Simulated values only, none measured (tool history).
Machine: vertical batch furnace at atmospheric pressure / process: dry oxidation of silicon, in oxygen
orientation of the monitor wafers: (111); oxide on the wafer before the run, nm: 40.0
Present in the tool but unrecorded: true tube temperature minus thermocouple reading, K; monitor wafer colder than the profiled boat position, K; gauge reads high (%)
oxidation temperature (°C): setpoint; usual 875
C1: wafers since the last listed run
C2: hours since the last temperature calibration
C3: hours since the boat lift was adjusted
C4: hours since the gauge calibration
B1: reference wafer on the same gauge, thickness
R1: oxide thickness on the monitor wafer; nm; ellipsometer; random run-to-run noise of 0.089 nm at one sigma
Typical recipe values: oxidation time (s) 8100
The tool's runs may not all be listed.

Run 1, day 0.000: usual settings; C1 0; C2 3729.9; C3 4595.0; C4 472.9; B1 63.69. Result: R1 60.78 nm.
Run 2, day 0.875: usual settings; C1 222; C2 3750.9; C3 4616.0; C4 493.9; B1 63.70. Result: R1 60.84 nm.
Run 3, day 2.354: usual settings; C1 375; C2 3786.4; C3 4651.5; C4 529.4; B1 63.71. Result: R1 60.84 nm.
Run 4, day 3.283: usual settings; C1 235; C2 3808.7; C3 4673.8; C4 551.7; B1 63.69. Result: R1 60.92 nm.
Run 5, day 4.017: usual settings; C1 186; C2 3826.3; C3 4691.4; C4 569.3; B1 63.72. Result: R1 60.78 nm.
At day 4.467: gauge calibrated.
Run 6, day 5.512: usual settings; C1 379; C2 3862.2; C3 4727.3; C4 25.1; B1 63.66. Result: R1 60.78 nm.
Run 7, day 6.629: usual settings; C1 283; C2 3889.0; C3 4754.1; C4 51.9; B1 63.72. Result: R1 60.92 nm.
Run 8, day 7.433: usual settings; C1 204; C2 3908.3; C3 4773.4; C4 71.2; B1 63.66. Result: R1 60.89 nm.
Run 9, day 8.050: usual settings; C1 156; C2 3923.1; C3 4788.2; C4 86.0; B1 63.70. Result: R1 60.95 nm.
Run 10, day 9.179: usual settings; C1 286; C2 3950.2; C3 4815.3; C4 113.1; B1 63.68. Result: R1 60.94 nm.
Run 11, day 10.667: usual settings; C1 377; C2 3985.9; C3 4851.0; C4 148.8; B1 63.70. Result: R1 60.79 nm.
At day 12.867: boat lift adjusted.
Run 12, day 12.888: usual settings; C1 309; C2 4039.2; C3 0.5; C4 202.1; B1 63.66. Result: R1 61.25 nm.
Run 13, day 16.288: usual settings; C1 862; C2 4120.8; C3 82.1; C4 283.7; B1 63.71. Result: R1 60.98 nm.
Run 14, day 17.271: usual settings; C1 249; C2 4144.4; C3 105.7; C4 307.3; B1 63.71. Result: R1 61.07 nm.
Run 15, day 18.721: usual settings; C1 367; C2 4179.2; C3 140.5; C4 342.1; B1 63.72. Result: R1 61.16 nm.
At day 20.308: thermocouples replaced and temperature profile calibrated.
Run 16, day 20.329: usual settings; C1 154; C2 0.5; C3 179.1; C4 380.7; B1 63.68. Result: R1 59.69 nm.
Run 17, day 20.696: usual settings but oxidation temperature (°C) 855, oxidation time (s) 11190; C1 93; C2 9.3; C3 187.9; C4 389.5; B1 63.72. Result: R1 59.92 nm.
Run 18, day 21.338: usual settings; C1 162; C2 24.7; C3 203.3; C4 404.9; B1 63.72. Result: R1 59.77 nm.
Run 19, day 22.062: usual settings but oxidation temperature (°C) 868; C1 183; C2 42.1; C3 220.7; C4 422.3; B1 63.72. Result: R1 57.72 nm.
Run 20, day 22.908: usual settings but oxidation temperature (°C) 895, oxidation time (s) 10260; C1 214; C2 62.4; C3 241.0; C4 442.6; B1 63.70. Result: R1 72.86 nm.
Run 21, day 23.567: usual settings but oxidation time (s) 5850; C1 167; C2 78.2; C3 256.8; C4 458.4; B1 63.71. Result: R1 53.97 nm.
Run 22, day 24.446: usual settings; C1 223; C2 99.3; C3 277.9; C4 479.5; B1 63.71. Result: R1 59.66 nm.
Run 23, day 25.379: usual settings but oxidation temperature (°C) 891, oxidation time (s) 4860; C1 236; C2 121.7; C3 300.3; C4 501.9; B1 63.72. Result: R1 54.87 nm.
Run 24, day 25.900: usual settings but oxidation temperature (°C) 868; C1 132; C2 134.2; C3 312.8; C4 514.4; B1 63.71. Result: R1 57.67 nm.
Run 25, day 26.925: usual settings but oxidation temperature (°C) 889, oxidation time (s) 5760; C1 260; C2 158.8; C3 337.4; C4 539.0; B1 63.69. Result: R1 57.16 nm.
Run 26, day 28.346: usual settings; C1 360; C2 192.9; C3 371.5; C4 573.1; B1 63.71. Result: R1 59.64 nm.
At day 28.892: gauge calibrated.
Run 27, day 29.533: usual settings but oxidation temperature (°C) 894, oxidation time (s) 5700; C1 301; C2 221.4; C3 400.0; C4 15.4; B1 63.71. Result: R1 58.47 nm.
Run 28, day 30.358: usual settings; C1 209; C2 241.2; C3 419.8; C4 35.2; B1 63.70. Result: R1 59.63 nm.
Run 29, day 31.392: usual settings; C1 262; C2 266.0; C3 444.6; C4 60.0; B1 63.74. Result: R1 59.83 nm.
Run 30, day 32.825: usual settings but oxidation temperature (°C) 885, oxidation time (s) 10800; C1 363; C2 300.4; C3 479.0; C4 94.4; B1 63.71. Result: R1 70.17 nm.
Run 31, day 33.546: usual settings but oxidation temperature (°C) 883; C1 182; C2 317.7; C3 496.3; C4 111.7; B1 63.71. Result: R1 62.02 nm.
Run 32, day 34.979: usual settings but oxidation temperature (°C) 886, oxidation time (s) 5550; C1 363; C2 352.1; C3 530.7; C4 146.1; B1 63.74. Result: R1 55.74 nm.
Run 33, day 36.054: usual settings; C1 272; C2 377.9; C3 556.5; C4 171.9; B1 63.71. Result: R1 59.62 nm.
Run 34, day 37.142: usual settings; C1 275; C2 404.0; C3 582.6; C4 198.0; B1 63.65. Result: R1 59.67 nm.
Run 35, day 38.083: usual settings but oxidation temperature (°C) 850, oxidation time (s) 11340; C1 238; C2 426.6; C3 605.2; C4 220.6; B1 63.73. Result: R1 58.64 nm.
Run 36, day 39.342: usual settings but oxidation temperature (°C) 890; C1 319; C2 456.8; C3 635.4; C4 250.8; B1 63.70. Result: R1 64.61 nm.
Run 37, day 40.688: usual settings but oxidation temperature (°C) 899, oxidation time (s) 10050; C1 341; C2 489.1; C3 667.7; C4 283.1; B1 63.68. Result: R1 74.19 nm.
Run 38, day 41.458: usual settings but oxidation time (s) 4860; C1 195; C2 507.6; C3 686.2; C4 301.6; B1 63.72. Result: R1 51.16 nm.

Alternative continuations, all from the tool just after run 38; predict every row:
Run A, day 41.692: usual settings; C1 59; C2 513.2; C3 691.8; C4 307.2; B1 ?. Result: R1 ?.
Run B, day 41.692: usual settings but oxidation time (s) 6360; C1 59; C2 513.2; C3 691.8; C4 307.2; B1 ?. Result: R1 ?.
Run C, day 41.692: usual settings but oxidation temperature (°C) 900; C1 59; C2 513.2; C3 691.8; C4 307.2; B1 ?. Result: R1 ?.
Run D, day 41.692: usual settings but oxidation temperature (°C) 861, oxidation time (s) 4380; C1 59; C2 513.2; C3 691.8; C4 307.2; B1 ?. Result: R1 ?.
Run E, day 41.692: usual settings but oxidation temperature (°C) 863, oxidation time (s) 11820; C1 59; C2 513.2; C3 691.8; C4 307.2; B1 ?. Result: R1 ?.

run     B1     R1
  A  63.69  59.78
  B  63.69  55.37
  C  63.69  68.52
  D  63.69  47.84
  E  63.69  64.01
Without the tool's unlogged condition, the same runs would have read:
run     R1
  A  59.71
  B  55.32
  C  68.44
  D  47.81
  E  63.93

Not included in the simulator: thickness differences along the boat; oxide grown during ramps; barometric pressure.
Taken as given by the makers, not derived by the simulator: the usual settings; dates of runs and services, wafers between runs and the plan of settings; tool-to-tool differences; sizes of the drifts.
